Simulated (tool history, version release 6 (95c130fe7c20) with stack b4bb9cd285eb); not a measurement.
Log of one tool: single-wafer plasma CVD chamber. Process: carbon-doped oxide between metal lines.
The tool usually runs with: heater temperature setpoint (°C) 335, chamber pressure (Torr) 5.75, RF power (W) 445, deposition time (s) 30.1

| run | day | heater temperature setpoint (°C) | chamber pressure (Torr) | RF power (W) | deposition time (s) | wafers since the last listed run | hours since the last thermocouple change | hours since the last RF generator calibration | hours since the last manometer calibration | hours since the showerhead was replaced | hours since the gauge calibration | read-back reference wafer on the same gauge, thickness_nm | mean film thickness on the monitor wafer (nm) |
|---|---|---|---|---|---|---|---|---|---|---|---|---|---|
| 1 | 0 | 335 | 5.75 | 395 | 34.3 | 0 | 722.7 | 1539.9 | 1337.2 | 3463.4 | 1712.5 | 185.097 | 164.725 |
| 2 | 1.517 | 335 | 5.75 | 395 | 34.3 | 1080 | 759.1 | 1576.3 | 1373.6 | 3499.8 | 1748.9 | 185.197 | 166.193 |
|  | 3.629 | RF generator calibrated |
| 3 | 5.742 | 335 | 5.75 | 395 | 34.3 | 2773 | 860.5 | 50.7 | 1475 | 3601.2 | 1850.3 | 185.102 | 164.284 |
| 4 | 8.817 | 335 | 5.75 | 445 | 30.1 | 2191 | 934.3 | 124.5 | 1548.8 | 3675 | 1924.1 | 185.301 | 161.837 |
| 5 | 10.317 | 335 | 5.75 | 445 | 30.1 | 1069 | 970.3 | 160.5 | 1584.8 | 3711 | 1960.1 | 185.567 | 162.141 |
|  | 13.879 | thermocouple changed; heater temperature recalibrated |
| 6 | 13.938 | 335 | 5.75 | 445 | 30.1 | 2342 | 1.4 | 247.4 | 1671.7 | 3797.9 | 2047 | 185.452 | 161.76 |
| 7 | 17.842 | 335 | 5.75 | 445 | 30.1 | 2782 | 95.1 | 341.1 | 1765.4 | 3891.6 | 2140.7 | 185.495 | 162.338 |
| 8 | 22.158 | 335 | 5.75 | 445 | 30.1 | 3076 | 198.7 | 444.7 | 1869 | 3995.2 | 2244.3 | 185.267 | 164.378 |
| 9 | 24.058 | 335 | 5.1 | 360 | 25.2 | 1354 | 244.3 | 490.3 | 1914.6 | 4040.8 | 2289.9 | 185.269 | 108.405 |
|  | 24.417 | showerhead replaced |
| 10 | 28.4 | 322 | 5.75 | 445 | 25 | 2856 | 348.5 | 594.5 | 2018.8 | 95.6 | 2394.1 | 185.58 | 143.567 |
| 11 | 30.375 | 335 | 5.02 | 445 | 34.7 | 1407 | 395.9 | 641.9 | 2066.2 | 143 | 2441.5 | 185.67 | 183.62 |
| 12 | 31.971 | 335 | 5.75 | 445 | 30.1 | 1137 | 434.2 | 680.2 | 2104.5 | 181.3 | 2479.8 | 185.354 | 162.98 |
| 13 | 34.288 | 325 | 5.75 | 370 | 30.1 | 1651 | 489.8 | 735.8 | 2160.1 | 236.9 | 2535.4 | 185.65 | 142.748 |
| 14 | 38.262 | 335 | 4.85 | 445 | 30.1 | 2832 | 585.2 | 831.2 | 2255.5 | 332.3 | 2630.8 | 185.488 | 158.748 |

For run 15, what comes out?
| 15 | 41.867 | 335 | 6.34 | 470 | 30.1 | 2568 | 671.7 | 917.7 | 2342 | 418.8 | 2717.3 | ? | ? |

read-back reference wafer on the same gauge, thickness_nm: 185.25
mean film thickness on the monitor wafer (nm): 172.564
Minus the tool's unlogged condition, the same run would have read mean film thickness on the monitor wafer (nm) 167.35.
